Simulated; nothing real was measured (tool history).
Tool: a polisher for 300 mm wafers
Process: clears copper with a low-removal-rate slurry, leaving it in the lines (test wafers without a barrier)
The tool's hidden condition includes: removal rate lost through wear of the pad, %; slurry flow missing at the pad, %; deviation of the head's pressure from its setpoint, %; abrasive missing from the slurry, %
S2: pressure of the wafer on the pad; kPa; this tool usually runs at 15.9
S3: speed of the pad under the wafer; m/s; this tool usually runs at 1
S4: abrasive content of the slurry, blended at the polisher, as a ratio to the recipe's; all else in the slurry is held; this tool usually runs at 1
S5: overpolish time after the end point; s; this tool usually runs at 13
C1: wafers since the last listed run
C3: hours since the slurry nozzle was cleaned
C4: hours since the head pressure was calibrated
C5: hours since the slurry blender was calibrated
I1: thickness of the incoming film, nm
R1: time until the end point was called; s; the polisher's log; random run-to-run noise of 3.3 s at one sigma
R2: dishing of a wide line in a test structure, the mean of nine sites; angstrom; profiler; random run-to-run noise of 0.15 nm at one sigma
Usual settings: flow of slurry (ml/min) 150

Run 1, day 0: usual settings; C1 0; wafers polished on this pad 228; C3 157.7; C4 1320.1; C5 292.5; I1 303.6. Result: R1 177.9 s, R2 97 angstrom.
Run 2, day 0.346: usual settings but S2 12.4 kPa; C1 44; wafers polished on this pad 273; C3 166; C4 1328.4; C5 300.8; I1 303.7. Result: R1 229.4 s, R2 88 angstrom.
Run 3, day 0.642: usual settings but S2 12.4 kPa; C1 38; wafers polished on this pad 311; C3 173.1; C4 1335.5; C5 307.9; I1 305.7. Result: R1 230.1 s, R2 88 angstrom.
Run 4, day 0.942: usual settings but S2 12.4 kPa; C1 39; wafers polished on this pad 350; C3 180.3; C4 1342.7; C5 315.1; I1 302.4. Result: R1 217.3 s, R2 87 angstrom.
Run 5, day 1.646: usual settings; C1 91; wafers polished on this pad 442; C3 197.2; C4 1359.6; C5 332; I1 303.3. Result: R1 174 s, R2 97 angstrom.
Run 6, day 2.875: usual settings; C1 159; wafers polished on this pad 602; C3 226.7; C4 1389.1; C5 361.5; I1 306.2. Result: R1 179.8 s, R2 97 angstrom.
At day 4.088: slurry nozzle cleaned.
At day 4.7: slurry blender recalibrated.
Run 7, day 4.738: usual settings but flow of slurry (ml/min) 170; C1 226; wafers polished on this pad 828; C3 15.6; C4 1433.8; C5 0.9; I1 302.8. Result: R1 168 s, R2 96 angstrom.
Run 8, day 5.142: usual settings but flow of slurry (ml/min) 170; C1 52; wafers polished on this pad 880; C3 25.3; C4 1443.5; C5 10.6; I1 307.2. Result: R1 170.8 s, R2 96 angstrom.
Run 9, day 5.396: usual settings; C1 33; wafers polished on this pad 914; C3 31.4; C4 1449.6; C5 16.7; I1 305.8. Result: R1 182.5 s, R2 98 angstrom.
Run 10, day 6.029: usual settings but flow of slurry (ml/min) 180, S2 18.6 kPa, S4 1.2; C1 82; wafers polished on this pad 996; C3 46.6; C4 1464.8; C5 31.9; I1 302.4. Result: R1 138.1 s, R2 105 angstrom.
At day 6.404: worn pad replaced by a new one.
At day 7.162: head pressure recalibrated.
Run 11, day 7.183: usual settings; C1 117; wafers polished on this pad 90; C3 74.3; C4 0.5; C5 59.6; I1 304.7. Result: R1 174.4 s, R2 97 angstrom.
Run 12, day 7.596: usual settings but S3 0.68 m/s, S5 19 s; C1 53; wafers polished on this pad 144; C3 84.2; C4 10.4; C5 69.5; I1 306.5. Result: R1 261.7 s, R2 99 angstrom.
Run 13, day 8.138: usual settings but S2 14.5 kPa, S5 8 s; C1 70; wafers polished on this pad 214; C3 97.2; C4 23.4; C5 82.5; I1 302.6. Result: R1 189.6 s, R2 74 angstrom.
Run 14, day 8.617: usual settings but S5 9 s; C1 62; wafers polished on this pad 277; C3 108.7; C4 34.9; C5 94; I1 307.2. Result: R1 184.9 s, R2 82 angstrom.
Run 15, day 9.204: usual settings but flow of slurry (ml/min) 170; C1 76; wafers polished on this pad 353; C3 122.8; C4 49; C5 108.1; I1 307. Result: R1 176 s, R2 96 angstrom.
Run 16, day 9.6: usual settings but S2 18.6 kPa, S4 0.9, S5 7 s; C1 51; wafers polished on this pad 405; C3 132.3; C4 58.5; C5 117.6; I1 303.2. Result: R1 149.9 s, R2 77 angstrom.

Each row is a separate what-if for the run after 16, all from the same tool condition, not one after another. Results?
Run A, day 9.621: usual settings but flow of slurry (ml/min) 125; C1 2; wafers polished on this pad 407; C3 132.8; C4 59; C5 118.1; I1 303.8. Result: R1 ?, R2 ?.
Run B, day 9.621: usual settings but S4 0.75, S5 15 s; C1 2; wafers polished on this pad 407; C3 132.8; C4 59; C5 118.1; I1 303.8. Result: R1 ?, R2 ?.
Run C, day 9.621: usual settings but flow of slurry (ml/min) 120, S5 16 s; C1 2; wafers polished on this pad 407; C3 132.8; C4 59; C5 118.1; I1 303.8. Result: R1 ?, R2 ?.

run     R1   R2
  A  187.3   97
  B  189.5  102
  C  188.2  104
The same runs, with their run-to-run variation unchanged, on a tool lacking any hidden condition would have given:
run     R1   R2
  A  187.3   97
  B  189.5  102
  C  188.2  104
